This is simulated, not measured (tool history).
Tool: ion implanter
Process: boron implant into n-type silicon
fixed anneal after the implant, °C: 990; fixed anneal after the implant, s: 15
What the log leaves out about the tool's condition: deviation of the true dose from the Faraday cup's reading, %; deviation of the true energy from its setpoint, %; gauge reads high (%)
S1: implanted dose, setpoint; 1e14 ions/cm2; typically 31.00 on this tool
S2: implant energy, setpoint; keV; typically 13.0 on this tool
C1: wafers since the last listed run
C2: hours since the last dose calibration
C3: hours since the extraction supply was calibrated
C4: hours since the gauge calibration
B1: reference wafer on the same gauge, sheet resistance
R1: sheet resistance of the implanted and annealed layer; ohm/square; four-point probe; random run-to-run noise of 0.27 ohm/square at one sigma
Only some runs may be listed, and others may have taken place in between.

run 1 hour=0.0 | S1=31.00 S2=14.5 | C1=0 C2=826.0 C3=1974.0 C4=979.3 | B1=95.05 | R1=85.36
run 2 hour=80.8 | S1=31.00 S2=14.5 | C1=2120 C2=906.8 C3=2054.8 C4=1060.1 | B1=95.10 | R1=84.58
run 3 hour=162.7 | S1=26.08 S2=13.0 | C1=2149 C2=988.7 C3=2136.7 C4=1142.0 | B1=95.15 | R1=93.13
run 4 hour=219.8 | S1=26.08 S2=13.0 | C1=1498 C2=1045.8 C3=2193.8 C4=1199.1 | B1=95.14 | R1=93.36
run 5 hour=289.7 | S1=26.08 S2=13.0 | C1=1834 C2=1115.7 C3=2263.7 C4=1269.0 | B1=94.93 | R1=93.88
run 6 hour=393.8 | S1=31.00 S2=13.0 | C1=2732 C2=1219.8 C3=2367.8 C4=1373.1 | B1=94.91 | R1=91.39
run 7 hour=453.2 | S1=31.00 S2=13.0 | C1=1559 C2=1279.2 C3=2427.2 C4=1432.5 | B1=95.08 | R1=91.05
run 8 hour=491.4 | S1=31.00 S2=13.0 | C1=1002 C2=1317.4 C3=2465.4 C4=1470.7 | B1=95.11 | R1=91.18
-- hour=566.5 Faraday cup replaced and dose calibrated
run 9 hour=569.7 | S1=24.24 S2=13.0 | C1=1845 C2=3.2 C3=2543.7 C4=1549.0 | B1=95.14 | R1=95.05
-- hour=603.6 extraction supply calibrated
run 10 hour=624.4 | S1=24.24 S2=13.0 | C1=1225 C2=57.9 C3=20.8 C4=1603.7 | B1=95.06 | R1=93.27

Estimate the outcome of run 11 from the log above:
-- hour=643.6 gauge calibrated
run 11 hour=693.6 | S1=35.76 S2=17.5 | C1=1816 C2=127.1 C3=90.0 C4=50.0 | B1=? | R1=?

Run 11 came out at B1 95.15, R1 73.64 ohm/square.
Without the tool's hidden state the same run would have given R1 73.67 ohm/square.
